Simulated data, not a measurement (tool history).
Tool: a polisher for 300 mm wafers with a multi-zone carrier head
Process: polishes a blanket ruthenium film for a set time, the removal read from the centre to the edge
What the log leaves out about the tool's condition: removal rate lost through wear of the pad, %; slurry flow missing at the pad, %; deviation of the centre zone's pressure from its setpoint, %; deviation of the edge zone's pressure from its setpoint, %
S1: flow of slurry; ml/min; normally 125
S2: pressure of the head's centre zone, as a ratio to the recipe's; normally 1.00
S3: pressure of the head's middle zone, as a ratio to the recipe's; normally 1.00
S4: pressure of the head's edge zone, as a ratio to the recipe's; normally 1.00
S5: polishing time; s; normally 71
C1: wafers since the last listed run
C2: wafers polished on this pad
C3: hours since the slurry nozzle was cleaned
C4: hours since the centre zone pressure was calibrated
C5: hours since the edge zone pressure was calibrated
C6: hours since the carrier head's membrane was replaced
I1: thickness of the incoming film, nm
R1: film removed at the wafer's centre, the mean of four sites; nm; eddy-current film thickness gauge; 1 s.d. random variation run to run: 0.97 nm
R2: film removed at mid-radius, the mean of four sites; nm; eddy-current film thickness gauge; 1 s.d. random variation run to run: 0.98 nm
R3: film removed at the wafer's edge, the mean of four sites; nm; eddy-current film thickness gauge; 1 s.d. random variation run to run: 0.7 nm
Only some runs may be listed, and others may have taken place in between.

run,hour,S1,S2,S3,S4,S5,C1,C2,C3,C4,C5,C6,I1,R1,R2,R3
1,0.0,125,1.00,1.00,1.00,87,0,3640,523.1,593.5,952.4,342.6,339.3,81.4,83.5,82.7
# hour 20.6: slurry nozzle cleaned
2,79.6,125,1.00,1.00,1.00,87,1160,4801,59.0,673.1,1032.0,422.2,341.5,80.7,84.5,84.4
# hour 129.0: worn pad replaced by a new one
3,145.3,125,1.00,1.00,1.00,80,910,241,124.7,738.8,1097.7,487.9,341.1,73.2,78.1,76.7
4,222.2,125,1.00,1.00,1.00,80,1135,1376,201.6,815.7,1174.6,564.8,337.9,74.8,77.2,78.1
# hour 302.7: carrier head's membrane replaced by a new one
# hour 439.2: edge zone pressure recalibrated
# hour 507.3: slurry nozzle cleaned
# hour 542.8: worn pad replaced by a new one
5,545.1,125,1.00,1.00,1.00,80,4589,34,37.8,1138.6,105.9,242.4,343.8,70.7,77.6,77.9
6,601.5,125,1.00,1.00,1.00,71,832,867,94.2,1195.0,162.3,298.8,340.3,65.4,66.3,69.0
7,646.9,125,1.00,1.00,1.00,71,670,1537,139.6,1240.4,207.7,344.2,344.8,66.2,68.2,68.1
8,702.3,125,1.00,1.00,1.00,71,817,2355,195.0,1295.8,263.1,399.6,341.1,64.6,69.1,67.8
9,770.8,125,0.93,1.00,1.00,71,1011,3366,263.5,1364.3,331.6,468.1,335.3,60.2,69.6,67.3
# hour 785.4: centre zone pressure recalibrated
10,828.8,125,1.00,1.00,1.00,56,826,4193,321.5,43.4,389.6,526.1,338.0,51.6,54.6,53.5
11,916.0,125,1.00,1.00,0.95,94,1287,5480,408.7,130.6,476.8,613.3,336.5,92.1,90.5,87.8
# hour 921.3: slurry nozzle cleaned
# hour 923.5: carrier head's membrane replaced by a new one
# hour 964.6: worn pad replaced by a new one
12,986.5,165,1.08,1.00,0.89,71,934,323,65.2,201.1,547.3,63.0,339.5,74.1,72.7,66.9
13,1039.0,125,1.00,1.00,1.00,87,775,1098,117.7,253.6,599.8,115.5,338.1,81.9,85.7,82.9
14,1108.7,125,1.00,1.00,1.12,71,1029,2127,187.4,323.3,669.5,185.2,342.9,65.2,69.5,72.8
15,1192.0,125,1.00,1.00,1.00,71,1229,3357,270.7,406.6,752.8,268.5,345.0,65.6,67.2,68.5
16,1261.6,125,1.00,1.00,1.00,71,1027,4384,340.3,476.2,822.4,338.1,337.9,66.1,69.7,67.1
17,1300.4,125,0.94,0.93,1.00,71,572,4957,379.1,515.0,861.2,376.9,340.2,64.1,65.2,68.2
# hour 1364.3: slurry nozzle cleaned
# hour 1377.3: worn pad replaced by a new one
18,1385.3,125,1.00,1.00,1.00,71,1179,117,21.0,599.9,946.1,461.8,343.5,67.0,69.4,68.0
19,1422.3,155,0.96,0.92,1.00,71,546,663,58.0,636.9,983.1,498.8,334.2,67.1,65.5,71.0
# hour 1447.0: carrier head's membrane replaced by a new one
20,1509.8,125,1.00,1.00,1.00,80,1217,1881,145.5,724.4,1070.6,62.8,342.9,74.7,77.6,77.9
# hour 1530.8: edge zone pressure recalibrated
21,1581.0,125,1.00,1.00,1.00,58,1021,2903,216.7,795.6,50.2,134.0,339.4,53.2,55.8,56.7
22,1628.2,125,1.00,0.95,0.93,71,696,3600,263.9,842.8,97.4,181.2,335.6,65.3,65.1,66.4
23,1709.1,125,1.00,1.00,1.00,71,1194,4794,344.8,923.7,178.3,262.1,343.3,65.6,68.6,69.1

3 options for the next run, each taken on its own from the tool as it stands now. Forecast them:
A,1709.5,125,1.00,1.11,1.00,71,5,4800,345.2,924.1,178.7,262.5,341.6,?,?,?
B,1709.5,125,1.00,0.90,1.00,90,5,4800,345.2,924.1,178.7,262.5,341.6,?,?,?
C,1709.5,125,1.06,1.00,1.00,89,5,4800,345.2,924.1,178.7,262.5,341.6,?,?,?

run,R1,R2,R3
A,65.8,74.9,68.6
B,83.3,79.5,87.2
C,85.8,85.8,86.1
Stripped of hidden state, with their random variation kept, the same runs would have yielded:
run,R1,R2,R3
A,67.3,74.9,68.6
B,85.2,79.5,87.2
C,87.7,85.8,86.1
